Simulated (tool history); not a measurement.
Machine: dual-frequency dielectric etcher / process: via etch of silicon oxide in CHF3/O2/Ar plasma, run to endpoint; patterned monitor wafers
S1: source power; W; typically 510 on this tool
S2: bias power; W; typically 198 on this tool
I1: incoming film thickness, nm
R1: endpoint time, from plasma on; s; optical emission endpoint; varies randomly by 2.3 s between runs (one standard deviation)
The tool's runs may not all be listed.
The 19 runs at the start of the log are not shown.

run 20 hour=988.6 | S1=550 S2=150 | I1=608.1 | R1=348.6
run 21 hour=1040.6 | S1=510 S2=236 | I1=615.0 | R1=287.2
run 22 hour=1098.9 | S1=510 S2=198 | I1=613.1 | R1=308.4
run 23 hour=1134.3 | S1=510 S2=198 | I1=615.0 | R1=317.4
run 24 hour=1203.7 | S1=450 S2=157 | I1=602.5 | R1=368.8
run 25 hour=1260.7 | S1=510 S2=234 | I1=609.7 | R1=279.4
-- hour=1286.8 bias power generator calibrated
-- hour=1293.2 wet clean of the chamber
run 26 hour=1293.7 | S1=390 S2=185 | I1=612.9 | R1=375.5
-- hour=1302.8 source power generator calibrated
-- hour=1344.5 upper electrode replaced
run 27 hour=1345.0 | S1=440 S2=182 | I1=610.9 | R1=352.9

For run 28, what comes out?
run 28 hour=1403.0 | S1=580 S2=198 | I1=606.1 | R1=?

{"run 28": {"R1": 298.9}}
Minus the tool's unlogged condition, the same run would have read R1 301.2 s.

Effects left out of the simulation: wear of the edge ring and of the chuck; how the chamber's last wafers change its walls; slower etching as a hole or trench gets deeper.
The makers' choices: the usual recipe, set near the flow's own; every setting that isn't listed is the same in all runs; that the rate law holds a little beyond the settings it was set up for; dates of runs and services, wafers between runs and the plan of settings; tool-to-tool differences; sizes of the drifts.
